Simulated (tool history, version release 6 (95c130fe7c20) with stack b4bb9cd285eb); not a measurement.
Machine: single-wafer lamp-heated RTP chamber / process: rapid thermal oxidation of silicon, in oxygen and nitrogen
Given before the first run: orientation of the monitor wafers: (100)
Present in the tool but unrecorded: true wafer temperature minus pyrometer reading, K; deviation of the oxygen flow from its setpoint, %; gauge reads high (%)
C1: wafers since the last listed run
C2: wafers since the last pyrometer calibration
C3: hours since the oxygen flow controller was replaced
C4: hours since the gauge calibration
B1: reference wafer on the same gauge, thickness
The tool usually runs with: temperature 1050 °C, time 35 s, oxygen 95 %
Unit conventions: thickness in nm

run 1 hour=0.0 | temperature=1050 time=35 oxygen=95 | C1=0 C2=425 C3=3651.8 C4=515.4 | B1=8.024 | thickness=7.021
run 2 hour=34.7 | temperature=1050 time=35 oxygen=95 | C1=236 C2=662 C3=3686.5 C4=550.1 | B1=8.014 | thickness=7.023
run 3 hour=95.4 | temperature=1027 time=35 oxygen=95 | C1=413 C2=1075 C3=3747.2 C4=610.8 | B1=8.019 | thickness=5.985
run 4 hour=165.9 | temperature=1027 time=35 oxygen=95 | C1=480 C2=1555 C3=3817.7 C4=681.3 | B1=8.021 | thickness=6.020
-- hour=208.9 pyrometer window cleaned and pyrometer calibrated
run 5 hour=237.8 | temperature=1027 time=35 oxygen=95 | C1=435 C2=196 C3=3889.6 C4=753.2 | B1=8.034 | thickness=5.977
run 6 hour=292.0 | temperature=1050 time=35 oxygen=95 | C1=369 C2=565 C3=3943.8 C4=807.4 | B1=8.013 | thickness=7.090
run 7 hour=357.6 | temperature=1050 time=35 oxygen=95 | C1=446 C2=1012 C3=4009.4 C4=873.0 | B1=8.024 | thickness=6.967
run 8 hour=405.3 | temperature=1050 time=35 oxygen=95 | C1=324 C2=1337 C3=4057.1 C4=920.7 | B1=8.029 | thickness=7.041
run 9 hour=434.6 | temperature=1050 time=35 oxygen=95 | C1=199 C2=1536 C3=4086.4 C4=950.0 | B1=8.016 | thickness=7.107
run 10 hour=474.3 | temperature=1050 time=35 oxygen=95 | C1=270 C2=1807 C3=4126.1 C4=989.7 | B1=8.021 | thickness=7.153
-- hour=493.4 pyrometer window cleaned and pyrometer calibrated
run 11 hour=525.0 | temperature=1050 time=49 oxygen=98 | C1=290 C2=215 C3=4176.8 C4=1040.4 | B1=8.022 | thickness=8.259
-- hour=535.2 gauge calibrated
run 12 hour=581.6 | temperature=1050 time=49 oxygen=98 | C1=385 C2=600 C3=4233.4 C4=46.4 | B1=8.015 | thickness=8.246
run 13 hour=608.9 | temperature=1057 time=30 oxygen=95 | C1=185 C2=786 C3=4260.7 C4=73.7 | B1=8.018 | thickness=6.867
run 14 hour=665.9 | temperature=1057 time=30 oxygen=95 | C1=388 C2=1174 C3=4317.7 C4=130.7 | B1=8.013 | thickness=6.937
run 15 hour=715.8 | temperature=1057 time=30 oxygen=95 | C1=339 C2=1514 C3=4367.6 C4=180.6 | B1=8.015 | thickness=6.970
run 16 hour=749.9 | temperature=1050 time=35 oxygen=95 | C1=232 C2=1746 C3=4401.7 C4=214.7 | B1=8.029 | thickness=7.105
-- hour=788.8 oxygen flow controller replaced
run 17 hour=789.3 | temperature=1037 time=52 oxygen=95 | C1=213 C2=1960 C3=0.5 C4=254.1 | B1=8.029 | thickness=7.799
-- hour=816.2 pyrometer window cleaned and pyrometer calibrated
run 18 hour=829.6 | temperature=1025 time=49 oxygen=74 | C1=219 C2=90 C3=40.8 C4=294.4 | B1=8.021 | thickness=6.217
run 19 hour=863.9 | temperature=1050 time=35 oxygen=98 | C1=233 C2=324 C3=75.1 C4=328.7 | B1=8.015 | thickness=7.050
run 20 hour=929.7 | temperature=1050 time=35 oxygen=95 | C1=448 C2=772 C3=140.9 C4=394.5 | B1=8.028 | thickness=6.986
run 21 hour=998.2 | temperature=1050 time=22 oxygen=80 | C1=466 C2=1239 C3=209.4 C4=463.0 | B1=8.028 | thickness=5.463
run 22 hour=1047.2 | temperature=1050 time=35 oxygen=95 | C1=333 C2=1572 C3=258.4 C4=512.0 | B1=8.038 | thickness=7.070
-- hour=1119.6 pyrometer window cleaned and pyrometer calibrated
run 23 hour=1139.4 | temperature=1050 time=35 oxygen=83 | C1=573 C2=134 C3=350.6 C4=604.2 | B1=8.017 | thickness=6.679
run 24 hour=1209.0 | temperature=1038 time=35 oxygen=74 | C1=473 C2=608 C3=420.2 C4=673.8 | B1=8.022 | thickness=5.882
run 25 hour=1272.5 | temperature=1050 time=41 oxygen=98 | C1=432 C2=1040 C3=483.7 C4=737.3 | B1=8.026 | thickness=7.625
run 26 hour=1308.4 | temperature=1021 time=19 oxygen=95 | C1=244 C2=1285 C3=519.6 C4=773.2 | B1=8.016 | thickness=4.478
run 27 hour=1338.0 | temperature=1030 time=49 oxygen=98 | C1=201 C2=1486 C3=549.2 C4=802.8 | B1=8.019 | thickness=7.194
run 28 hour=1409.8 | temperature=1035 time=27 oxygen=95 | C1=488 C2=1975 C3=621.0 C4=874.6 | B1=8.031 | thickness=5.757
-- hour=1445.0 pyrometer window cleaned and pyrometer calibrated
run 29 hour=1454.8 | temperature=1020 time=35 oxygen=98 | C1=251 C2=66 C3=666.0 C4=919.6 | B1=8.021 | thickness=5.731
-- hour=1459.3 gauge calibrated
run 30 hour=1490.1 | temperature=1027 time=35 oxygen=95 | C1=240 C2=306 C3=701.3 C4=30.8 | B1=8.018 | thickness=5.973
run 31 hour=1547.5 | temperature=1074 time=52 oxygen=81 | C1=390 C2=697 C3=758.7 C4=88.2 | B1=8.010 | thickness=9.239

Measured less the same run without the tool's hidden state. The same run-to-run variation is in both; the gauge's scatter may not be:
run=1 thickness=+0.022
run=2 thickness=+0.031
run=3 thickness=+0.050
run=4 thickness=+0.088
run=5 thickness=+0.025
run=6 thickness=+0.038
run=7 thickness=+0.061
run=8 thickness=+0.089
run=9 thickness=+0.110
run=10 thickness=+0.142
run=11 thickness=+0.022
run=12 thickness=+0.035
run=13 thickness=+0.037
run=14 thickness=+0.063
run=15 thickness=+0.094
run=16 thickness=+0.125
run=17 thickness=+0.179
run=18 thickness=+0.009
run=19 thickness=+0.013
run=20 thickness=+0.030
run=21 thickness=+0.049
run=22 thickness=+0.096
run=23 thickness=+0.014
run=24 thickness=+0.023
run=25 thickness=+0.057
run=26 thickness=+0.045
run=27 thickness=+0.097
run=28 thickness=+0.124
run=29 thickness=+0.007
run=30 thickness=+0.010
run=31 thickness=+0.032
